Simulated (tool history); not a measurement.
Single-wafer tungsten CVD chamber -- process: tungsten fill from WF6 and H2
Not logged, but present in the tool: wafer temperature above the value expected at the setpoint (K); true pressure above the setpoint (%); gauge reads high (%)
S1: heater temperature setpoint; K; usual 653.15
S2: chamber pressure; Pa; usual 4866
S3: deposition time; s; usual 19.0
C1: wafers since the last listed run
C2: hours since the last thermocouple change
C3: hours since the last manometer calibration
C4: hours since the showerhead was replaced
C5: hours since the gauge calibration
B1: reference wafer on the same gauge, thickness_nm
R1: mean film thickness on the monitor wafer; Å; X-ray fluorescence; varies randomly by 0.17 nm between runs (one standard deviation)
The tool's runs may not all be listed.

run,hour,S1,S2,S3,C1,C2,C3,C4,C5,B1,R1
1,0.0,653.15,4866,19.0,0,1427.0,2349.4,3137.0,1326.8,33.850,375.70
2,40.0,653.15,4866,19.0,1220,1467.0,2389.4,3177.0,1366.8,33.956,375.04
3,129.3,653.15,4866,19.0,2725,1556.3,2478.7,3266.3,1456.1,33.836,378.30
4,184.7,653.15,4866,17.7,1690,1611.7,2534.1,3321.7,1511.5,33.894,350.65
5,239.1,653.15,4866,19.0,1660,1666.1,2588.5,3376.1,1565.9,33.931,379.13
6,278.7,653.15,4866,17.1,1208,1705.7,2628.1,3415.7,1605.5,33.927,342.77
7,369.6,653.15,4866,17.3,2774,1796.6,2719.0,3506.6,1696.4,33.945,345.24
# hour 459.2: thermocouple changed; heater temperature recalibrated
8,459.7,653.15,4866,17.3,2505,0.5,2809.1,3596.7,1786.5,33.935,341.89
9,555.8,653.15,4866,17.3,2933,96.6,2905.2,3692.8,1882.6,33.938,342.31
10,610.4,661.15,4866,19.0,1666,151.2,2959.8,3747.4,1937.2,33.923,427.77
# hour 627.8: capacitance manometer re-zeroed and calibrated
11,653.3,661.15,4866,19.0,1065,194.1,25.5,3790.3,1980.1,33.863,445.27
# hour 730.6: showerhead replaced
12,731.1,657.15,4866,19.0,2130,271.9,103.3,0.5,2057.9,33.918,410.72
# hour 735.9: gauge calibrated
13,809.7,653.15,4866,19.0,2399,350.5,181.9,79.1,73.8,33.894,386.16
14,894.6,653.15,4866,19.0,2591,435.4,266.8,164.0,158.7,33.907,384.70
15,970.4,649.15,6026,16.7,2313,511.2,342.6,239.8,234.5,33.928,334.33
16,1036.6,653.15,4866,19.0,2020,577.4,408.8,306.0,300.7,33.855,384.38
17,1108.5,667.15,3880,19.0,2194,649.3,480.7,377.9,372.6,33.944,453.78
18,1204.3,653.15,4866,15.3,2924,745.1,576.5,473.7,468.4,33.911,306.52
19,1302.7,653.15,5693,19.0,3003,843.5,674.9,572.1,566.8,33.950,400.82
20,1383.1,653.15,4866,19.0,2454,923.9,755.3,652.5,647.2,33.889,380.50
21,1432.7,653.15,4866,19.0,1513,973.5,804.9,702.1,696.8,33.937,382.21
22,1539.8,657.15,5346,22.5,3269,1080.6,912.0,809.2,803.9,33.891,500.47

Forecast run 23:
23,1623.6,659.15,4373,19.0,2557,1164.4,995.8,893.0,887.7,?,?

B1: 33.849
R1: 407.60 Å
Were there no unlogged condition in the tool, this run, its random variation unchanged, would have produced R1 411.22 Å.
